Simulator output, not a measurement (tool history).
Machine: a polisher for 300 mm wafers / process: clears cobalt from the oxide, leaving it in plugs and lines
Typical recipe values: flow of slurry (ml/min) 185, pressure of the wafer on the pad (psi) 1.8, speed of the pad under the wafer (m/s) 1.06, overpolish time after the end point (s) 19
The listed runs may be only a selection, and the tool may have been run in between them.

| run | hour | flow of slurry (ml/min) | pressure of the wafer on the pad (psi) | speed of the pad under the wafer (m/s) | overpolish time after the end point (s) | wafers since the last listed run | wafers polished on this pad | hours since the slurry nozzle was cleaned | hours since the head pressure was calibrated | incoming thickness of the incoming film, nm | time until the end point was called (s) | dishing of a wide line in a test structure (Å) |
|---|---|---|---|---|---|---|---|---|---|---|---|---|
| 1 | 0 | 185 | 1.8 | 1.06 | 19 | 0 | 1073 | 226.8 | 646.5 | 189.8 | 43.3 | 331 |
|  | 2 | worn pad replaced by a new one |
| 2 | 22.3 | 185 | 1.8 | 0.94 | 19 | 264 | 264 | 249.1 | 668.8 | 186.2 | 49.3 | 314 |
|  | 82 | worn pad replaced by a new one |
| 3 | 104.2 | 185 | 1.8 | 1.06 | 19 | 1012 | 288 | 331 | 750.7 | 192.7 | 45.2 | 332 |
| 4 | 123.8 | 185 | 1.8 | 1.06 | 19 | 254 | 542 | 350.6 | 770.3 | 188.8 | 44.4 | 344 |
| 5 | 143 | 185 | 2.2 | 0.96 | 19 | 249 | 792 | 369.8 | 789.5 | 193.2 | 40.6 | 348 |
|  | 177.7 | worn pad replaced by a new one |
|  | 192.9 | slurry nozzle cleaned |
| 6 | 225.5 | 185 | 2.2 | 0.96 | 19 | 1007 | 608 | 32.6 | 872 | 189 | 39.5 | 347 |
| 7 | 259.3 | 185 | 2.2 | 0.96 | 19 | 439 | 1047 | 66.4 | 905.8 | 191.8 | 40.8 | 352 |
| 8 | 276.8 | 135 | 1.4 | 0.88 | 26 | 227 | 1275 | 83.9 | 923.3 | 192.2 | 73.1 | 313 |
|  | 284.3 | worn pad replaced by a new one |
| 9 | 310.2 | 185 | 1.8 | 0.92 | 29 | 382 | 336 | 117.3 | 956.7 | 186.2 | 49.6 | 368 |

What does the tool deliver on the next run?
| 10 | 327 | 250 | 2.2 | 1.06 | 11 | 218 | 554 | 134.1 | 973.5 | 188 | ? | ? |

Run 10 yielded time until the end point was called (s) 34.6, dishing of a wide line in a test structure (Å) 292.
Take away the tool's hidden state, keep the run-to-run variation as it was, and the same run would have given time until the end point was called (s) 34.6, dishing of a wide line in a test structure (Å) 292.
